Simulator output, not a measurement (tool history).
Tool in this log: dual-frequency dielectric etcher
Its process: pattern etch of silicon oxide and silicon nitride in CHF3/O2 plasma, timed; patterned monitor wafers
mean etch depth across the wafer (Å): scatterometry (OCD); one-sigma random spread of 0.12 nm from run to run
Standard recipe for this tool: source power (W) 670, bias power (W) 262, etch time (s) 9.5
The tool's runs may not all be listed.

run     day  source power (W)  bias power (W)  etch time (s)  wafers since the last listed run  hours since the last wet clean  hours since the last source power generator calibration  hours since the last bias power generator calibration  hours since the last upper electrode change  hours since the gauge calibration  read-back reference wafer on the same gauge, depth_nm  mean etch depth across the wafer (Å)
  1   0.000               670             284            8.5                                 0                           375.2                                                   2928.5                                                 1261.6                                       3668.7                              264.0                                                  19.23                                 153.0
      1.125  -- wet clean of the chamber
  2   3.146               670             284            8.5                              1371                            48.5                                                   3004.0                                                 1337.1                                       3744.2                              339.5                                                  19.19                                 159.0
  3   5.012               670             284            8.5                              1193                            93.3                                                   3048.8                                                 1381.9                                       3789.0                              384.3                                                  19.16                                 159.7
  4   7.979               670             262            9.5                              1896                           164.5                                                   3120.0                                                 1453.1                                       3860.2                              455.5                                                  19.21                                 173.5
  5  11.675               620             262            9.5                              2362                           253.2                                                   3208.7                                                 1541.8                                       3948.9                              544.2                                                  19.23                                 164.9
  6  13.546               670             262            9.5                              1195                           298.1                                                   3253.6                                                 1586.7                                       3993.8                              589.1                                                  19.20                                 167.5
  7  17.362               670             262            9.5                              2439                           389.7                                                   3345.2                                                 1678.3                                       4085.4                              680.7                                                  19.22                                 166.8
     18.817  -- wet clean of the chamber
  8  19.083               670             262           11.5                               460                             6.4                                                   3386.5                                                 1719.6                                       4126.7                              722.0                                                  19.21                                 211.4
  9  22.421               670             262            9.5                              2133                            86.5                                                   3466.6                                                 1799.7                                       4206.8                              802.1                                                  19.25                                 173.7
 10  24.792               670             262            9.5                              1515                           143.4                                                   3523.5                                                 1856.6                                       4263.7                              859.0                                                  19.18                                 172.8
 11  27.271               530             305            9.5                              1584                           202.9                                                   3583.0                                                 1916.1                                       4323.2                              918.5                                                  19.18                                 167.9
     28.229  -- gauge calibrated
     30.862  -- source power generator calibrated
 12  31.446               670             262            9.5                              2562                           303.1                                                     14.0                                                 2016.3                                       4423.4                               77.2                                                  19.14                                 165.8
     36.638  -- wet clean of the chamber
 13  36.658               670             262            9.5                              2692                             0.5                                                    139.1                                                 2141.4                                       4548.5                              202.3                                                  19.18                                 178.0
     39.058  -- upper electrode replaced
     41.908  -- bias power generator calibrated
 14  42.133               580             262            9.5                              2754                           131.9                                                    270.5                                                    5.4                                         73.8                              333.7                                                  19.14                                 166.8
 15  44.142               670             262            9.5                              1283                           180.1                                                    318.7                                                   53.6                                        122.0                              381.9                                                  19.20                                 174.6
 16  47.367               740             292           11.0                              2061                           257.5                                                    396.1                                                  131.0                                        199.4                              459.3                                                  19.20                                 214.2
 17  50.012               670             202           12.5                              1691                           321.0                                                    459.6                                                  194.5                                        262.9                              522.8                                                  19.18                                 206.9
 18  52.412               800             228            6.5                              1534                           378.6                                                    517.2                                                  252.1                                        320.5                              580.4                                                  19.21                                 116.8
     56.175  -- wet clean of the chamber
 19  56.196               720             213           10.5                              1779                             0.5                                                    608.0                                                  342.9                                        411.3                              671.2                                                  19.21                                 185.4
 20  57.521               590             226           10.5                               847                            32.3                                                    639.8                                                  374.7                                        443.1                              703.0                                                  19.28                                 176.4
 21  62.000               670             262           12.0                              2863                           139.8                                                    747.3                                                  482.2                                        550.6                              810.5                                                  19.28                                 219.5

Consider 4 possible next runs. They are alternatives, not a sequence: every one starts from the tool as it was left by run 21. What does each give?
  A  62.017               720             262            9.5                                10                           140.2                                                    747.7                                                  482.6                                        551.0                              810.9                                                      ?                                     ?
  B  62.017               820             262            9.5                                10                           140.2                                                    747.7                                                  482.6                                        551.0                              810.9                                                      ?                                     ?
  C  62.017               780             262            7.0                                10                           140.2                                                    747.7                                                  482.6                                        551.0                              810.9                                                      ?                                     ?
  D  62.017               770             241           11.0                                10                           140.2                                                    747.7                                                  482.6                                        551.0                              810.9                                                      ?                                     ?

run  read-back reference wafer on the same gauge, depth_nm  mean etch depth across the wafer (Å)
  A                                                  19.24                                 176.5
  B                                                  19.24                                 182.8
  C                                                  19.24                                 132.9
  D                                                  19.24                                 202.3
Without the tool's unlogged condition, the same runs would have read:
run  mean etch depth across the wafer (Å)
  A                                 180.2
  B                                 186.7
  C                                 135.7
  D                                 206.6
